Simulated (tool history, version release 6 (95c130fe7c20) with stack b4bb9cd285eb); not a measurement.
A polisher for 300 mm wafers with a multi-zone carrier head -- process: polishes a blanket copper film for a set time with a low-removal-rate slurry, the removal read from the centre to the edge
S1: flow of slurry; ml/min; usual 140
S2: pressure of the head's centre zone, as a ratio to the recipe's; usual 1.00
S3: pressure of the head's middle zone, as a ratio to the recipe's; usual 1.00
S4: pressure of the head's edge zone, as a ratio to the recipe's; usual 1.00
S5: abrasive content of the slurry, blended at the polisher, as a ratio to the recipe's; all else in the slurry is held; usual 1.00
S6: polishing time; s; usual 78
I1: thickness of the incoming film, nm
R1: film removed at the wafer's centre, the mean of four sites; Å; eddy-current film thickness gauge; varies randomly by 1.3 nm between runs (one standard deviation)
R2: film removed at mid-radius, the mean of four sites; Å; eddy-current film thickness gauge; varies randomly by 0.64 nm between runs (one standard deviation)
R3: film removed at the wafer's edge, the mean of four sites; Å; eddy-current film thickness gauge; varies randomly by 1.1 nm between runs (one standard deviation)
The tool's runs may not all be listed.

run	hour	S1	S2	S3	S4	S5	S6	I1	R1	R2	R3
1	0.0	140	1.00	1.00	1.00	1.00	78	1100.1	1105	994	985
2	25.8	140	1.00	1.00	1.00	1.00	78	1067.0	1127	992	963
3	42.4	140	1.00	1.00	1.00	1.00	78	1070.5	1103	994	970
# hour 79.4: centre zone pressure recalibrated
# hour 111.7: worn pad replaced by a new one, of another model than before
4	126.3	140	1.00	1.00	0.91	1.00	78	1072.4	1005	976	927
5	143.4	140	1.00	1.00	0.91	1.00	78	1074.0	981	981	918
6	168.4	130	1.00	1.00	1.00	1.00	78	1093.4	952	983	957
7	204.0	130	1.00	1.00	1.00	1.00	78	1070.9	974	967	967
# hour 229.4: carrier head's membrane replaced by a new one
8	239.9	130	1.00	1.00	1.00	1.00	78	1072.5	974	982	965
9	269.1	140	0.96	1.00	1.00	1.00	78	1084.1	973	988	989
# hour 275.4: slurry nozzle cleaned
# hour 288.0: worn pad replaced by a new one
10	303.2	140	1.00	1.08	1.00	1.00	78	1074.1	1007	1056	969
11	338.2	115	1.00	0.91	1.00	1.10	65	1090.0	814	761	825
12	373.9	175	0.96	1.00	1.00	1.00	63	1080.7	822	822	801
13	396.0	140	1.11	1.00	1.00	0.85	78	1083.1	1054	948	950

What will run 14 give?
14	426.9	140	1.00	1.00	1.00	1.00	78	1078.7	?	?	?

R1: 997 Å
R2: 990 Å
R3: 954 Å
The same run, on a tool lacking any hidden state, would have yielded R1 985 Å, R2 990 Å, R3 954 Å.

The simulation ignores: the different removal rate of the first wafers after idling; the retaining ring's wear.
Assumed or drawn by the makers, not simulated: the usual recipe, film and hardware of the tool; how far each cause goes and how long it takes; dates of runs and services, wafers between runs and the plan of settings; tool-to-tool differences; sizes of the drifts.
